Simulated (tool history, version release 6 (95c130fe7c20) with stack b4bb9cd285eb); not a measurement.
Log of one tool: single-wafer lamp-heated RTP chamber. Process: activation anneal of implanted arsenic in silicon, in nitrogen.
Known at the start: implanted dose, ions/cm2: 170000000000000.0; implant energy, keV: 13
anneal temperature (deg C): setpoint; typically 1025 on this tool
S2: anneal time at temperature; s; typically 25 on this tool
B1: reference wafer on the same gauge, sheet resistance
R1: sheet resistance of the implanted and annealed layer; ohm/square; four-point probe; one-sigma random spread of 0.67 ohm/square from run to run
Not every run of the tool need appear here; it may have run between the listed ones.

{"run": 1, "hour": 0.0, "anneal temperature (deg C)": 1025, "S2": 18, "B1": 415.14, "R1": 447.92}
{"run": 2, "hour": 7.6, "anneal temperature (deg C)": 1025, "S2": 25, "B1": 414.92, "R1": 444.53}
{"run": 3, "hour": 18.5, "anneal temperature (deg C)": 1025, "S2": 25, "B1": 414.86, "R1": 444.84}
{"run": 4, "hour": 25.4, "anneal temperature (deg C)": 1031, "S2": 33, "B1": 415.23, "R1": 439.62}
{"hour": 39.3, "done": "reflector plate cleaned"}
{"run": 5, "hour": 39.8, "anneal temperature (deg C)": 1025, "S2": 25, "B1": 415.01, "R1": 445.42}
{"run": 6, "hour": 52.0, "anneal temperature (deg C)": 1025, "S2": 25, "B1": 414.71, "R1": 444.85}
{"hour": 62.9, "done": "gauge calibrated"}
{"run": 7, "hour": 66.1, "anneal temperature (deg C)": 1025, "S2": 31, "B1": 415.24, "R1": 441.27}
{"run": 8, "hour": 80.6, "anneal temperature (deg C)": 1025, "S2": 31, "B1": 414.81, "R1": 441.46}
{"hour": 98.1, "done": "pyrometer window cleaned and pyrometer calibrated"}
{"run": 9, "hour": 98.6, "anneal temperature (deg C)": 1025, "S2": 31, "B1": 414.93, "R1": 444.43}
{"run": 10, "hour": 108.8, "anneal temperature (deg C)": 1025, "S2": 25, "B1": 414.89, "R1": 446.78}
{"run": 11, "hour": 117.2, "anneal temperature (deg C)": 1025, "S2": 25, "B1": 415.22, "R1": 448.37}
{"run": 12, "hour": 127.7, "anneal temperature (deg C)": 1025, "S2": 25, "B1": 415.24, "R1": 446.84}
{"run": 13, "hour": 142.3, "anneal temperature (deg C)": 1033, "S2": 11, "B1": 415.12, "R1": 450.91}
{"run": 14, "hour": 154.4, "anneal temperature (deg C)": 1025, "S2": 25, "B1": 415.15, "R1": 448.19}
{"run": 15, "hour": 165.2, "anneal temperature (deg C)": 1025, "S2": 20, "B1": 415.09, "R1": 450.4}
{"run": 16, "hour": 171.8, "anneal temperature (deg C)": 1038, "S2": 18, "B1": 414.92, "R1": 447.07}
{"run": 17, "hour": 181.3, "anneal temperature (deg C)": 1025, "S2": 25, "B1": 414.96, "R1": 446.62}
{"run": 18, "hour": 192.2, "anneal temperature (deg C)": 1025, "S2": 25, "B1": 415.05, "R1": 447.42}
{"run": 19, "hour": 200.0, "anneal temperature (deg C)": 1010, "S2": 21, "B1": 414.93, "R1": 451.99}
{"run": 20, "hour": 217.2, "anneal temperature (deg C)": 1001, "S2": 32, "B1": 414.81, "R1": 449.79}
{"run": 21, "hour": 229.9, "anneal temperature (deg C)": 1053, "S2": 30, "B1": 414.93, "R1": 437.02}
{"run": 22, "hour": 244.7, "anneal temperature (deg C)": 1025, "S2": 25, "B1": 414.96, "R1": 447.77}
{"run": 23, "hour": 261.8, "anneal temperature (deg C)": 1005, "S2": 39, "B1": 415.03, "R1": 447.08}
{"run": 24, "hour": 279.4, "anneal temperature (deg C)": 1025, "S2": 25, "B1": 415.23, "R1": 447.39}
{"run": 25, "hour": 296.7, "anneal temperature (deg C)": 1013, "S2": 29, "B1": 415.04, "R1": 448.09}
{"run": 26, "hour": 311.4, "anneal temperature (deg C)": 1025, "S2": 25, "B1": 415.39, "R1": 446.57}
{"run": 27, "hour": 327.2, "anneal temperature (deg C)": 1034, "S2": 10, "B1": 415.03, "R1": 453.54}
{"run": 28, "hour": 338.2, "anneal temperature (deg C)": 1025, "S2": 37, "B1": 415.1, "R1": 443.16}
{"run": 29, "hour": 347.0, "anneal temperature (deg C)": 1014, "S2": 21, "B1": 415.01, "R1": 450.73}
{"run": 30, "hour": 356.2, "anneal temperature (deg C)": 1041, "S2": 15, "B1": 415.15, "R1": 447.79}
{"hour": 356.8, "done": "gauge calibrated"}
{"run": 31, "hour": 367.5, "anneal temperature (deg C)": 1025, "S2": 10, "B1": 415.03, "R1": 453.01}

Estimate the outcome of run 32 from the log above:
{"run": 32, "hour": 385.3, "anneal temperature (deg C)": 1038, "S2": 20, "B1": "?", "R1": "?"}

Run 32 measured B1 415.17, R1 444.89 ohm/square.
On a tool with no hidden condition, and with the same random variation, this run would have come out at R1 446.34 ohm/square.
